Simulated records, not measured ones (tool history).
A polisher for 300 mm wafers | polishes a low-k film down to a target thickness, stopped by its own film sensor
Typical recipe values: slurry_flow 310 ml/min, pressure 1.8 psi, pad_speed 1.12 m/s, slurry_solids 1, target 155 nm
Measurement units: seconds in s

run	day	slurry_flow	pressure	pad_speed	slurry_solids	target	wafers since the last listed run	wafers polished on this pad	hours since the slurry nozzle was cleaned	hours since the head pressure was calibrated	hours since the slurry blender was calibrated	hours since the conditioning disc was replaced	incoming thickness of the incoming film, nm	seconds
1	0	310	1.5	1.12	1	155	0	3770	407.3	247.2	51.9	450.8	224	176.3
2	2.971	310	1.5	1.12	1	155	406	4176	478.6	318.5	123.2	522.1	220.2	167.6
# day 3.704: worn pad replaced by a new one
3	4.617	310	1.5	1.12	1	155	202	124	518.1	358	162.7	561.6	220.4	154.9
# day 5.617: conditioning disc replaced and pad reconditioned
4	12.946	310	1.8	0.94	1	155	1127	1252	718	557.9	362.6	175.9	218	147.5
# day 15.296: head pressure recalibrated
5	17.142	260	1.8	1.12	1	155	562	1814	818.7	44.3	463.3	276.6	218	131.4
6	19.342	260	1.8	1.12	1	155	300	2115	871.5	97.1	516.1	329.4	217.6	132
7	22.229	260	1.8	1.12	1	155	394	2509	940.8	166.4	585.4	398.7	219.2	135.3
# day 22.892: slurry nozzle cleaned
# day 23.625: slurry blender recalibrated
8	25.788	310	1.8	1.12	1	155	469	2979	69.5	251.8	51.9	484.1	220.2	135.3
# day 28.246: worn pad replaced by a new one
9	29.975	215	1.8	1.12	1	155	549	236	170	352.3	152.4	584.6	218.8	131
# day 32.254: conditioning disc replaced and pad reconditioned
10	34.1	310	1.2	0.74	1.25	139	552	789	269	451.3	251.4	44.3	221.7	296.5
11	42.775	400	2.2	1.12	1.1	141	1185	1975	477.2	659.5	459.6	252.5	218.7	117
# day 43.471: head pressure recalibrated
12	44.454	355	2.2	0.74	1	155	218	2193	517.5	23.6	499.9	292.8	218.4	145.7
# day 50.383: slurry blender recalibrated
13	51.171	310	2.1	1.12	1	149	906	3100	678.7	184.8	18.9	454	221.6	129.8
14	54.512	310	1.6	1.12	0.75	155	456	3556	758.9	265	99.1	534.2	220.4	197.8
# day 54.975: worn pad replaced by a new one
# day 57.862: conditioning disc replaced and pad reconditioned
15	58.142	310	1.8	1.12	1	155	461	421	846	352.1	186.2	6.7	220.7	130.2
16	60.679	310	2.1	1.12	1	155	346	768	906.9	413	247.1	67.6	220.5	111.4
# day 63.375: slurry nozzle cleaned
17	64.6	310	1.8	0.88	1	155	530	1298	29.4	507.1	341.2	161.7	216.6	151.2
18	66.371	245	1.8	0.78	1	155	242	1540	71.9	549.6	383.7	204.2	220.3	176.4
19	69.325	225	1.8	1.12	0.7	143	403	1944	142.8	620.5	454.6	275.1	222.2	236.8
# day 70.433: head pressure recalibrated
20	71.508	310	1.8	1.12	1	155	287	2231	195.2	25.8	507	327.5	219.3	132.8
21	73.538	270	2.4	0.8	1	155	277	2508	243.9	74.5	555.7	376.2	220.1	131.3
# day 73.896: slurry blender recalibrated
22	75.658	390	1.8	0.98	1.15	133	278	2787	294.8	125.4	42.3	427.1	220.3	178.6
23	79.654	310	1.8	1.12	1	155	546	3333	390.7	221.3	138.2	523	217.7	130
# day 80.512: worn pad replaced by a new one
24	83.725	250	1.8	1.12	1	155	533	439	488.4	319	235.9	620.7	218.3	128.4
# day 84.104: conditioning disc replaced and pad reconditioned
25	86.442	350	1.8	1.12	1	155	360	799	553.6	384.2	301.1	56.1	219.7	127.8
26	89.671	310	1.8	1.12	1	155	441	1240	631.1	461.7	378.6	133.6	218.2	125.6

Each row is a separate what-if for the run after 26, all from the same tool condition, not one after another. Results?
A	89.692	410	1.8	1.12	1	155	2	1243	631.6	462.2	379.1	134.1	220.6	?
B	89.692	405	2.3	1.12	1	155	2	1243	631.6	462.2	379.1	134.1	220.6	?
C	89.692	310	1.6	1.12	1	171	2	1243	631.6	462.2	379.1	134.1	220.6	?

run	seconds
A	128.5
B	100.7
C	111.9
Without the tool's unlogged condition, the same runs would have read:
run	seconds
A	125
B	97.9
C	108.8
